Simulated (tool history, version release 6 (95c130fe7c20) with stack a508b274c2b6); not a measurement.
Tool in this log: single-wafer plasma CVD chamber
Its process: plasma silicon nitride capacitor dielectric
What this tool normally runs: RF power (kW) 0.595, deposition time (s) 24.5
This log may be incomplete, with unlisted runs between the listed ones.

run,hour,RF power (kW),deposition time (s),wafers since the last listed run,hours since the last RF generator calibration,hours since the showerhead was replaced,hours since the gauge calibration,"read-back reference wafer on the same gauge, thickness_nm",mean film thickness on the monitor wafer (Å)
1,0,0.595,24.5,0,1509,4239.5,272,36.109,383.57
2,7.6,0.595,24.5,145,1516.6,4247.1,279.6,36.107,384.06
3,23.7,0.595,24.5,308,1532.7,4263.2,295.7,36.084,384.23
4,32.8,0.595,24.5,174,1541.8,4272.3,304.8,36.116,383.77
5,57.7,0.595,24.5,477,1566.7,4297.2,329.7,36.096,382.5
6,72.8,0.595,24.5,289,1581.8,4312.3,344.8,36.11,384.42
7,81.5,0.595,24.5,166,1590.5,4321,353.5,36.104,384.14
8,92.2,0.595,24.5,205,1601.2,4331.7,364.2,36.1,382.8
9,103.9,0.555,20.9,224,1612.9,4343.4,375.9,36.109,322.03
10,117,0.555,20.9,251,1626,4356.5,389,36.092,322.39
11,167.6,0.555,20.9,970,1676.6,4407.1,439.6,36.1,322.84
12,182,0.595,28.1,276,1691,4421.5,454,36.099,438.33
13,196.5,0.595,28.1,278,1705.5,4436,468.5,36.115,440.17
14,210.2,0.595,28.1,262,1719.2,4449.7,482.2,36.109,440.79
15,216.4,0.595,24.5,118,1725.4,4455.9,488.4,36.09,383.87
16,225.1,0.535,24.5,166,1734.1,4464.6,497.1,36.111,375.19
17,233.9,0.535,24.5,168,1742.9,4473.4,505.9,36.119,374.45
# hour 249.4: showerhead replaced
18,249.9,0.595,24.5,153,1758.9,0.5,521.9,36.099,384.73
19,251.2,0.595,24.5,24,1760.2,1.8,523.2,36.113,384.12
20,261.4,0.595,24.5,195,1770.4,12,533.4,36.104,383.33
21,276.5,0.52,28.1,289,1785.5,27.1,548.5,36.088,426.96
22,288.9,0.595,24.5,237,1797.9,39.5,560.9,36.127,382.64
23,302.5,0.675,25.9,260,1811.5,53.1,574.5,36.117,417.46
24,309,0.485,28.4,124,1818,59.6,581,36.125,425.71
25,320.5,0.595,22.4,220,1829.5,71.1,592.5,36.103,350.42
26,331.7,0.645,28.8,214,1840.7,82.3,603.7,36.095,458.82
27,345.5,0.535,24.5,264,1854.5,96.1,617.5,36.099,375.29
# hour 352.2: gauge calibrated
28,355,0.55,23.2,182,1864,105.6,2.8,36.086,357.38
29,361.8,0.49,22.7,130,1870.8,112.4,9.6,36.116,340.42
30,369,0.67,22.1,138,1878,119.6,16.8,36.114,356.12
31,386.4,0.675,26.6,333,1895.4,137,34.2,36.089,429.28
# hour 397.3: RF generator calibrated
32,397.8,0.665,26.9,65,0.5,148.4,45.6,36.082,439.11
33,403.5,0.675,23.1,109,6.2,154.1,51.3,36.076,378.01
34,420.8,0.535,24.5,331,23.5,171.4,68.6,36.1,380.11
35,435.8,0.675,24.5,287,38.5,186.4,83.6,36.078,400.68
36,453.7,0.535,20,343,56.4,204.3,101.5,36.097,309.91
37,492.8,0.56,27.2,749,95.5,243.4,140.6,36.083,425.48
38,507.4,0.595,24.5,280,110.1,258,155.2,36.115,388.89
39,545.6,0.595,24.5,732,148.3,296.2,193.4,36.096,389.18
40,552.6,0.595,24.5,134,155.3,303.2,200.4,36.083,387.56
41,559.7,0.595,24.5,136,162.4,310.3,207.5,36.101,388.72
42,574.3,0.71,20.7,280,177,324.9,222.1,36.087,340.49
43,587.5,0.595,24.5,253,190.2,338.1,235.3,36.104,388.36
44,597.3,0.695,20.5,187,200,347.9,245.1,36.105,335.34
45,610.9,0.595,24.5,260,213.6,361.5,258.7,36.098,386.47

Predict each of these 3 candidate next runs independently; none follows another, all start after run 45:
A,611.3,0.595,20.6,7,214,361.9,259.1,?,?
B,611.3,0.7,20.7,7,214,361.9,259.1,?,?
C,611.3,0.525,28.6,7,214,361.9,259.1,?,?

run,"read-back reference wafer on the same gauge, thickness_nm",mean film thickness on the monitor wafer (Å)
A,36.111,325.27
B,36.111,338.92
C,36.111,439.61
What these runs would have given with no unlogged condition in the tool:
run,mean film thickness on the monitor wafer (Å)
A,328.2
B,341.97
C,443.57

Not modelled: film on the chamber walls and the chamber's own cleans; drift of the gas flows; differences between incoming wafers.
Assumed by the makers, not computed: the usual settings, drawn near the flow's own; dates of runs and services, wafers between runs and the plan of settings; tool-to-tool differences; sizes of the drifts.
